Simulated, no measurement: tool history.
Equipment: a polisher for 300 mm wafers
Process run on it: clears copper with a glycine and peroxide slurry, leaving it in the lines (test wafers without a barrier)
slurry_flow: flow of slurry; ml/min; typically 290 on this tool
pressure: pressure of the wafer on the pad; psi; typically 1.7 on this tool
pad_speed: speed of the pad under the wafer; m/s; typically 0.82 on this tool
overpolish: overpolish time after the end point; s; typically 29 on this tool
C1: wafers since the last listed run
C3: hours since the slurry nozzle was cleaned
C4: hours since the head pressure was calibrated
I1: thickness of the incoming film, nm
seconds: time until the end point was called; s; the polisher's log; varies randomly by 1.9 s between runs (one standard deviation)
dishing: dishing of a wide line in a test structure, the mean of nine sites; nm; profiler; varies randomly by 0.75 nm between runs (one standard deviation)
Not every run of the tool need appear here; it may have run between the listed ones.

run 1 day=0 | slurry_flow=290 pressure=1.7 pad_speed=0.82 overpolish=22 | C1=0 wafers_polished_on_this_pad=812 C3=104.2 C4=495 | I1=429.2 | seconds=151.4 dishing=46.1
-- day=2.504 worn pad replaced by a new one
run 2 day=2.779 | slurry_flow=290 pressure=1.7 pad_speed=0.82 overpolish=22 | C1=345 wafers_polished_on_this_pad=36 C3=170.9 C4=561.7 | I1=435.7 | seconds=152.8 dishing=44.6
run 3 day=7.221 | slurry_flow=290 pressure=1.7 pad_speed=0.82 overpolish=29 | C1=587 wafers_polished_on_this_pad=624 C3=277.5 C4=668.3 | I1=434.9 | seconds=150.1 dishing=55.3
-- day=8.883 slurry nozzle cleaned
run 4 day=9.708 | slurry_flow=290 pressure=1.7 pad_speed=0.82 overpolish=29 | C1=323 wafers_polished_on_this_pad=947 C3=19.8 C4=728 | I1=431.3 | seconds=147.1 dishing=55
-- day=11.333 worn pad replaced by a new one
run 5 day=11.354 | slurry_flow=290 pressure=1.7 pad_speed=0.82 overpolish=34 | C1=195 wafers_polished_on_this_pad=2 C3=59.3 C4=767.5 | I1=426.3 | seconds=148.9 dishing=61.7
run 6 day=14.033 | slurry_flow=290 pressure=1.7 pad_speed=0.82 overpolish=29 | C1=354 wafers_polished_on_this_pad=357 C3=123.6 C4=831.8 | I1=434.3 | seconds=150.8 dishing=55.6
run 7 day=16.558 | slurry_flow=290 pressure=1.7 pad_speed=0.82 overpolish=29 | C1=334 wafers_polished_on_this_pad=691 C3=184.2 C4=892.4 | I1=432.7 | seconds=149.7 dishing=54.3
run 8 day=18.104 | slurry_flow=290 pressure=1.9 pad_speed=0.62 overpolish=13 | C1=204 wafers_polished_on_this_pad=896 C3=221.3 C4=929.5 | I1=420.4 | seconds=162.1 dishing=25.3
-- day=18.862 worn pad replaced by a new one
-- day=20.15 slurry nozzle cleaned
run 9 day=24.942 | slurry_flow=290 pressure=1.9 pad_speed=0.82 overpolish=29 | C1=877 wafers_polished_on_this_pad=799 C3=115 C4=1093.6 | I1=427.4 | seconds=137.4 dishing=59
-- day=26.238 worn pad replaced by a new one
run 10 day=27.458 | slurry_flow=290 pressure=2 pad_speed=0.82 overpolish=29 | C1=311 wafers_polished_on_this_pad=161 C3=175.4 C4=1154 | I1=422.3 | seconds=130 dishing=61.2
-- day=28.762 head pressure recalibrated
-- day=31.975 slurry nozzle cleaned
run 11 day=33.492 | slurry_flow=290 pressure=1.4 pad_speed=1.02 overpolish=16 | C1=782 wafers_polished_on_this_pad=943 C3=36.4 C4=113.5 | I1=425.2 | seconds=145.2 dishing=34
-- day=34.167 worn pad replaced by a new one
run 12 day=35.762 | slurry_flow=290 pressure=1.7 pad_speed=0.82 overpolish=29 | C1=278 wafers_polished_on_this_pad=211 C3=90.9 C4=168 | I1=432.4 | seconds=150.2 dishing=56.5
run 13 day=37.638 | slurry_flow=260 pressure=2.2 pad_speed=0.7 overpolish=29 | C1=248 wafers_polished_on_this_pad=459 C3=135.9 C4=213 | I1=424.4 | seconds=135.3 dishing=60.4
run 14 day=39.142 | slurry_flow=370 pressure=1.4 pad_speed=1.02 overpolish=29 | C1=199 wafers_polished_on_this_pad=658 C3=172 C4=249.1 | I1=429.7 | seconds=144 dishing=55.5
run 15 day=40.888 | slurry_flow=290 pressure=1.7 pad_speed=0.92 overpolish=35 | C1=231 wafers_polished_on_this_pad=889 C3=213.9 C4=291 | I1=435.8 | seconds=137.4 dishing=66.7

Forecast each of these 3 alternatives for the next run:
run A day=40.908 | slurry_flow=290 pressure=1.7 pad_speed=0.82 overpolish=29 | C1=2 wafers_polished_on_this_pad=892 C3=214.4 C4=291.5 | I1=428.3 | seconds=? dishing=?
run B day=40.908 | slurry_flow=245 pressure=1.4 pad_speed=1 overpolish=29 | C1=2 wafers_polished_on_this_pad=892 C3=214.4 C4=291.5 | I1=428.3 | seconds=? dishing=?
run C day=40.908 | slurry_flow=290 pressure=1.4 pad_speed=0.82 overpolish=29 | C1=2 wafers_polished_on_this_pad=892 C3=214.4 C4=291.5 | I1=428.3 | seconds=? dishing=?

run=A seconds=147.4 dishing=54.8
run=B seconds=149.1 dishing=53.1
run=C seconds=168.2 dishing=48.9
Without the tool's unlogged condition, the same runs would have read:
run=A seconds=147.4 dishing=54.8
run=B seconds=149.1 dishing=53.1
run=C seconds=168.2 dishing=48.9
